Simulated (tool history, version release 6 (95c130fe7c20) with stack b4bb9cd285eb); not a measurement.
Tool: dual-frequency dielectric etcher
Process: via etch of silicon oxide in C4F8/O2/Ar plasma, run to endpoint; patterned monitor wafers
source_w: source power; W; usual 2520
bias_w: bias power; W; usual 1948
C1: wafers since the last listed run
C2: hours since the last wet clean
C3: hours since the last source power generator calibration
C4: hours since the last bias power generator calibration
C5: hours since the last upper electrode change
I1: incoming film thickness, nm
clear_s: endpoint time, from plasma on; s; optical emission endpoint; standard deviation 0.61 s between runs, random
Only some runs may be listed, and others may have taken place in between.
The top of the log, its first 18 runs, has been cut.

Run 19, hour 514.0: usual settings; C1 169; C2 223.2; C3 121.0; C4 277.0; C5 260.9; I1 1025.5. Result: clear_s 178.8 s.
Run 20, hour 531.2: usual settings but source_w 2780 W, bias_w 1766 W; C1 109; C2 240.4; C3 138.2; C4 294.2; C5 278.1; I1 1038.5. Result: clear_s 180.1 s.
Run 21, hour 553.8: usual settings but source_w 2980 W, bias_w 1822 W; C1 144; C2 263.0; C3 160.8; C4 316.8; C5 300.7; I1 1032.9. Result: clear_s 172.2 s.
Run 22, hour 568.9: usual settings but source_w 1900 W, bias_w 1648 W; C1 96; C2 278.1; C3 175.9; C4 331.9; C5 315.8; I1 1022.1. Result: clear_s 211.7 s.
Run 23, hour 590.1: usual settings but source_w 2730 W, bias_w 1478 W; C1 135; C2 299.3; C3 197.1; C4 353.1; C5 337.0; I1 1044.3. Result: clear_s 193.4 s.
Run 24, hour 623.0: usual settings but source_w 2780 W, bias_w 2224 W; C1 209; C2 332.2; C3 230.0; C4 386.0; C5 369.9; I1 1041.7. Result: clear_s 166.5 s.
Run 25, hour 654.3: usual settings but source_w 2840 W, bias_w 2164 W; C1 199; C2 363.5; C3 261.3; C4 417.3; C5 401.2; I1 1030.9. Result: clear_s 166.7 s.
Run 26, hour 676.6: usual settings but source_w 2190 W, bias_w 2096 W; C1 142; C2 385.8; C3 283.6; C4 439.6; C5 423.5; I1 1028.1. Result: clear_s 184.7 s.
Run 27, hour 697.1: usual settings but bias_w 1618 W; C1 130; C2 406.3; C3 304.1; C4 460.1; C5 444.0; I1 1041.1. Result: clear_s 194.1 s.
Run 28, hour 730.1: usual settings but source_w 3010 W, bias_w 2188 W; C1 210; C2 439.3; C3 337.1; C4 493.1; C5 477.0; I1 1033.5. Result: clear_s 161.5 s.
Run 29, hour 746.2: usual settings but source_w 2780 W, bias_w 1738 W; C1 102; C2 455.4; C3 353.2; C4 509.2; C5 493.1; I1 1032.6. Result: clear_s 180.4 s.
Run 30, hour 778.5: usual settings; C1 206; C2 487.7; C3 385.5; C4 541.5; C5 525.4; I1 1030.0. Result: clear_s 180.6 s.
Run 31, hour 812.4: usual settings but source_w 3010 W, bias_w 2188 W; C1 216; C2 521.6; C3 419.4; C4 575.4; C5 559.3; I1 1033.4. Result: clear_s 162.6 s.
Run 32, hour 824.6: usual settings but source_w 2910 W; C1 77; C2 533.8; C3 431.6; C4 587.6; C5 571.5; I1 1032.7. Result: clear_s 170.9 s.
Run 33, hour 846.9: usual settings but source_w 2350 W, bias_w 1662 W; C1 142; C2 556.1; C3 453.9; C4 609.9; C5 593.8; I1 1028.8. Result: clear_s 196.2 s.
Run 34, hour 878.2: usual settings but source_w 2160 W, bias_w 1625 W; C1 199; C2 587.4; C3 485.2; C4 641.2; C5 625.1; I1 1018.6. Result: clear_s 201.6 s.
At hour 964.4: wet clean of the chamber.
Run 35, hour 964.9: usual settings but source_w 3050 W, bias_w 2123 W; C1 400; C2 0.5; C3 571.9; C4 727.9; C5 711.8; I1 1027.8. Result: clear_s 163.4 s.

Consider 4 possible next runs. They are alternatives, not a sequence: every one starts from the tool as it was left by run 35. What does each give?
Run A, hour 965.4: usual settings but source_w 2980 W; C1 3; C2 1.0; C3 572.4; C4 728.4; C5 712.3; I1 1013.2. Result: clear_s ?.
Run B, hour 965.4: usual settings but source_w 1960 W, bias_w 2417 W; C1 3; C2 1.0; C3 572.4; C4 728.4; C5 712.3; I1 1013.2. Result: clear_s ?.
Run C, hour 965.4: usual settings but source_w 2070 W, bias_w 1521 W; C1 3; C2 1.0; C3 572.4; C4 728.4; C5 712.3; I1 1013.2. Result: clear_s ?.
Run D, hour 965.4: usual settings but source_w 2210 W, bias_w 1646 W; C1 3; C2 1.0; C3 572.4; C4 728.4; C5 712.3; I1 1013.2. Result: clear_s ?.

run  clear_s
  A    165.7
  B    181.5
  C    208.0
  D    197.4
Without the tool's hidden state the same runs would have given:
run  clear_s
  A    165.1
  B    180.8
  C    207.2
  D    196.6
